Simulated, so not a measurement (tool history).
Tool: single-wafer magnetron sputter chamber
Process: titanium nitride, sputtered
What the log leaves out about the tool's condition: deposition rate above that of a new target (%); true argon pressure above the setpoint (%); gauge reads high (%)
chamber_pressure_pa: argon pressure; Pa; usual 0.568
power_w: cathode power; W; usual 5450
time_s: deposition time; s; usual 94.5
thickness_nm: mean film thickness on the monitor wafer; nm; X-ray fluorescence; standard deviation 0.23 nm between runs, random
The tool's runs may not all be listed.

| run | hour | chamber_pressure_pa | power_w | time_s | wafers since the last listed run | wafers on the sputter target | hours since the last manometer calibration | hours since the magnet pack was replaced | hours since the gauge calibration | read-back reference wafer on the same gauge, thickness_nm | thickness_nm |
|---|---|---|---|---|---|---|---|---|---|---|---|
| 1 | 0.0 | 0.568 | 5450 | 94.5 | 0 | 2024 | 851.4 | 5341.9 | 128.0 | 71.674 | 81.905 |
| 2 | 16.0 | 0.568 | 5450 | 94.5 | 215 | 2239 | 867.4 | 5357.9 | 144.0 | 71.611 | 81.850 |
| 3 | 46.9 | 0.568 | 5450 | 94.5 | 415 | 2655 | 898.3 | 5388.8 | 174.9 | 71.583 | 81.860 |
| 4 | 82.3 | 0.568 | 5450 | 94.5 | 476 | 3131 | 933.7 | 5424.2 | 210.3 | 71.646 | 81.806 |
| 5 | 109.1 | 0.568 | 4650 | 94.5 | 360 | 3491 | 960.5 | 5451.0 | 237.1 | 71.616 | 71.683 |
| 6 | 125.7 | 0.568 | 4650 | 94.5 | 223 | 3715 | 977.1 | 5467.6 | 253.7 | 71.650 | 71.831 |
| 7 | 155.0 | 0.568 | 5450 | 94.5 | 393 | 4109 | 1006.4 | 5496.9 | 283.0 | 71.579 | 81.362 |
| 8 | 176.6 | 0.568 | 5450 | 94.5 | 290 | 4399 | 1028.0 | 5518.5 | 304.6 | 71.606 | 81.248 |
| 9 | 211.7 | 0.568 | 5450 | 94.5 | 471 | 4871 | 1063.1 | 5553.6 | 339.7 | 71.651 | 81.060 |
|  | 258.6 | gauge calibrated |
| 10 | 276.3 | 0.568 | 6150 | 94.5 | 868 | 5740 | 1127.7 | 5618.2 | 17.7 | 71.653 | 90.000 |
| 11 | 289.3 | 0.568 | 5450 | 94.5 | 174 | 5914 | 1140.7 | 5631.2 | 30.7 | 71.564 | 81.434 |
| 12 | 307.2 | 0.568 | 5450 | 94.5 | 240 | 6155 | 1158.6 | 5649.1 | 48.6 | 71.636 | 81.312 |
| 13 | 327.9 | 0.393 | 4400 | 80.8 | 278 | 6434 | 1179.3 | 5669.8 | 69.3 | 71.576 | 62.505 |
|  | 360.6 | magnet pack replaced, of another model than before |
| 14 | 361.6 | 0.568 | 5450 | 94.5 | 345 | 6779 | 1213.0 | 1.0 | 103.0 | 71.645 | 80.806 |
| 15 | 385.6 | 0.710 | 5900 | 94.5 | 322 | 7102 | 1237.0 | 25.0 | 127.0 | 71.613 | 84.092 |
|  | 407.0 | sputter target and shields replaced |
| 16 | 408.3 | 0.788 | 4150 | 79.8 | 197 | 17 | 1259.7 | 47.7 | 149.7 | 71.646 | 52.532 |
| 17 | 431.7 | 0.431 | 5900 | 76.8 | 314 | 332 | 1283.1 | 71.1 | 173.1 | 71.595 | 73.613 |
|  | 456.5 | capacitance manometer re-zeroed and calibrated |
| 18 | 457.0 | 0.413 | 4150 | 111.1 | 232 | 565 | 0.5 | 96.4 | 198.4 | 71.650 | 79.954 |
| 19 | 462.4 | 0.487 | 6200 | 101.8 | 72 | 637 | 5.9 | 101.8 | 203.8 | 71.574 | 99.954 |
| 20 | 482.2 | 0.568 | 5450 | 94.5 | 266 | 904 | 25.7 | 121.6 | 223.6 | 71.627 | 82.263 |
| 21 | 496.0 | 0.382 | 4650 | 99.8 | 185 | 1089 | 39.5 | 135.4 | 237.4 | 71.592 | 79.061 |
| 22 | 527.0 | 0.369 | 6000 | 110.6 | 416 | 1506 | 70.5 | 166.4 | 268.4 | 71.569 | 108.679 |
| 23 | 560.7 | 0.568 | 4300 | 94.5 | 453 | 1959 | 104.2 | 200.1 | 302.1 | 71.622 | 67.720 |
|  | 564.3 | gauge calibrated |
| 24 | 585.0 | 0.439 | 4250 | 105.4 | 326 | 2286 | 128.5 | 224.4 | 20.7 | 71.520 | 76.465 |
| 25 | 618.7 | 0.439 | 4250 | 105.4 | 453 | 2739 | 162.2 | 258.1 | 54.4 | 71.666 | 76.702 |

Predict each of these 3 candidate next runs independently; none follows another, all start after run 25:
| A | 619.1 | 0.568 | 5450 | 94.5 | 5 | 2745 | 162.6 | 258.5 | 54.8 | ? | ? |
| B | 619.1 | 0.568 | 4700 | 94.5 | 5 | 2745 | 162.6 | 258.5 | 54.8 | ? | ? |
| C | 619.1 | 0.629 | 4450 | 101.6 | 5 | 2745 | 162.6 | 258.5 | 54.8 | ? | ? |

| run | read-back reference wafer on the same gauge, thickness_nm | thickness_nm |
|---|---|---|
| A | 71.578 | 81.695 |
| B | 71.578 | 72.226 |
| C | 71.578 | 73.308 |
With the hidden condition removed and each run's random variation left untouched, the same runs would have given:
| run | thickness_nm |
|---|---|
| A | 81.938 |
| B | 72.441 |
| C | 73.526 |
